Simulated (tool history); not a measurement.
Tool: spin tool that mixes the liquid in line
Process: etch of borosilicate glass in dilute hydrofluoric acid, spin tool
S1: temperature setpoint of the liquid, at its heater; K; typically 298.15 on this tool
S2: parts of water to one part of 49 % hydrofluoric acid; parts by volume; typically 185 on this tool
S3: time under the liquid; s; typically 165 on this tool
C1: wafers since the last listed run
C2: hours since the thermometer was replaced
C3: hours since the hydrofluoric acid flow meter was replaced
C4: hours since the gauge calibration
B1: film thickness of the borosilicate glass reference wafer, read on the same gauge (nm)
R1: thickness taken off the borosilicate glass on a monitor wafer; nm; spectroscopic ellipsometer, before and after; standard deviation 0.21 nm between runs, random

run	day	S1	S2	S3	C1	C2	C3	C4	B1	R1
1	0	298.15	185	165	0	968.2	592.4	1030.3	100	20.91
2	2.129	298.15	185	165	333	1019.3	643.5	1081.4	99.99	20.43
# day 2.871: hydrofluoric acid flow meter replaced
3	3.438	298.15	185	165	198	1050.7	13.6	1112.8	99.99	21.58
4	4.604	298.15	185	165	182	1078.7	41.6	1140.8	99.98	21.31
# day 5.233: thermometer replaced
5	5.638	298.15	185	165	155	9.7	66.4	1165.6	100	23.23
6	7.483	298.15	185	165	289	54	110.7	1209.9	99.99	23.1
7	9.746	298.15	185	165	354	108.3	165	1264.2	99.98	22.58
8	11.279	298.15	185	165	240	145.1	201.8	1301	99.99	22.81
9	12.85	298.15	185	165	246	182.8	239.5	1338.7	99.96	22.46
10	14.167	298.15	165	165	206	214.4	271.1	1370.3	100.03	25.5
11	19.646	298.15	165	165	858	345.9	402.6	1501.8	100.01	25.41
12	22.238	298.15	165	165	405	408.1	464.8	1564	100.04	25.06
# day 26.538: hydrofluoric acid flow meter replaced
13	26.721	298.15	185	165	695	515.7	4.4	1671.6	100	22.62
14	28.038	298.15	185	165	206	547.3	36	1703.2	99.98	22.53
15	29.904	298.15	185	165	292	592.1	80.8	1748	100	22.13
16	32.338	298.15	115	165	381	650.5	139.2	1806.4	100	39.1
17	35.271	298.15	185	165	459	720.9	209.6	1876.8	99.98	21.6
18	36.733	302.65	215	80	229	756	244.7	1911.9	100.02	10.29
19	38.767	300.65	115	260	318	804.8	293.5	1960.7	99.98	65.84
20	41.062	298.15	115	165	359	859.9	348.6	2015.8	100	37.22
21	42.083	299.65	185	165	159	884.4	373.1	2040.3	99.99	22.6
22	44.925	298.15	185	165	445	952.6	441.3	2108.5	99.98	20.99
23	46.204	295.15	155	165	200	983.3	472	2139.2	99.99	23.51
24	47.325	298.15	185	265	175	1010.2	498.9	2166.1	100.02	33.43
# day 49.958: hydrofluoric acid flow meter replaced
# day 50.154: gauge calibrated
# day 50.375: thermometer replaced
25	50.646	295.15	255	165	507	6.5	16.5	11.8	100.01	14.06
26	51.908	298.15	185	120	197	36.8	46.8	42.1	100	16.65
27	54.196	296.65	230	165	358	91.7	101.7	97	100.01	16.65
28	63.162	298.15	185	200	1404	306.9	316.9	312.2	100.02	26.98
29	64.604	298.15	185	165	225	341.5	351.5	346.8	99.99	21.79
30	65.879	296.65	95	200	199	372.1	382.1	377.4	99.99	54.37
31	67.029	295.65	185	120	180	399.7	409.7	405	100.02	14.53
32	69.496	295.15	215	165	386	458.9	468.9	464.2	100.02	16.02
33	70.938	300.15	185	165	225	493.5	503.5	498.8	99.98	23.19

What if the next run were any one of these 4? Each begins from the tool's condition after run 33:
A	70.958	298.15	125	165	3	494	504	499.3	?	?
B	70.958	298.15	150	165	3	494	504	499.3	?	?
C	70.958	301.65	115	165	3	494	504	499.3	?	?
D	70.958	302.15	185	165	3	494	504	499.3	?	?

run	B1	R1
A	100.02	33.34
B	100.02	26.97
C	100.02	41.97
D	100.02	24.29
With no hidden state in the tool, these same runs would have given:
run	R1
A	36.11
B	29.21
C	45.41
D	26.29

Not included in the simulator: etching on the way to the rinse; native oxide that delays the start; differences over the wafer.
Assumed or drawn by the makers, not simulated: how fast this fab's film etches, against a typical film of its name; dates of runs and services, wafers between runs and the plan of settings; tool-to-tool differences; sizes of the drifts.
